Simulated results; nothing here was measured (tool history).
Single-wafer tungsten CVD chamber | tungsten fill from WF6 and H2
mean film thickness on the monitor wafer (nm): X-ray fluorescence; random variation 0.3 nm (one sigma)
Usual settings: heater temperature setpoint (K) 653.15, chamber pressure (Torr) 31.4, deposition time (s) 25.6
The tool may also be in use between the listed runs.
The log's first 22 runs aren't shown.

run	hour	heater temperature setpoint (K)	chamber pressure (Torr)	deposition time (s)	wafers since the last listed run	hours since the last thermocouple change	hours since the last manometer calibration	hours since the showerhead was replaced	hours since the gauge calibration	read-back reference wafer on the same gauge, thickness_nm	mean film thickness on the monitor wafer (nm)
23	979.4	653.15	31.4	27.6	672	339.8	1730.4	487.5	470.8	57.170	56.479
# hour 994.4: capacitance manometer re-zeroed and calibrated
24	1049.2	653.15	26.9	30.3	1021	409.6	54.8	557.3	540.6	57.284	57.579
25	1077.0	653.15	31.4	25.6	459	437.4	82.6	585.1	568.4	57.181	52.401
26	1103.8	638.15	36.4	30.6	443	464.2	109.4	611.9	595.2	57.122	50.091
27	1185.1	653.15	31.4	25.6	1344	545.5	190.7	693.2	676.5	57.166	52.789
28	1220.0	653.15	25.8	29.5	577	580.4	225.6	728.1	711.4	57.243	54.990
29	1244.8	657.15	31.4	23.2	410	605.2	250.4	752.9	736.2	57.105	51.226
30	1308.3	639.15	37.5	21.4	1049	668.7	313.9	816.4	799.7	57.275	35.965
31	1349.9	653.15	36.7	25.6	687	710.3	355.5	858.0	841.3	57.175	56.744

5 ways to go on from here, each from the tool as it stands after run 31. What would each give?
A	1350.3	653.15	31.4	25.6	6	710.7	355.9	858.4	841.7	?	?
B	1350.3	659.15	31.4	20.5	6	710.7	355.9	858.4	841.7	?	?
C	1350.3	657.15	31.4	27.9	6	710.7	355.9	858.4	841.7	?	?
D	1350.3	648.15	28.0	29.7	6	710.7	355.9	858.4	841.7	?	?
E	1350.3	653.15	27.8	25.6	6	710.7	355.9	858.4	841.7	?	?

run	read-back reference wafer on the same gauge, thickness_nm	mean film thickness on the monitor wafer (nm)
A	57.243	52.315
B	57.243	46.920
C	57.243	61.564
D	57.243	52.105
E	57.243	49.337
Without the tool's hidden state the same runs would have given:
run	mean film thickness on the monitor wafer (nm)
A	52.315
B	46.920
C	61.564
D	52.105
E	49.337
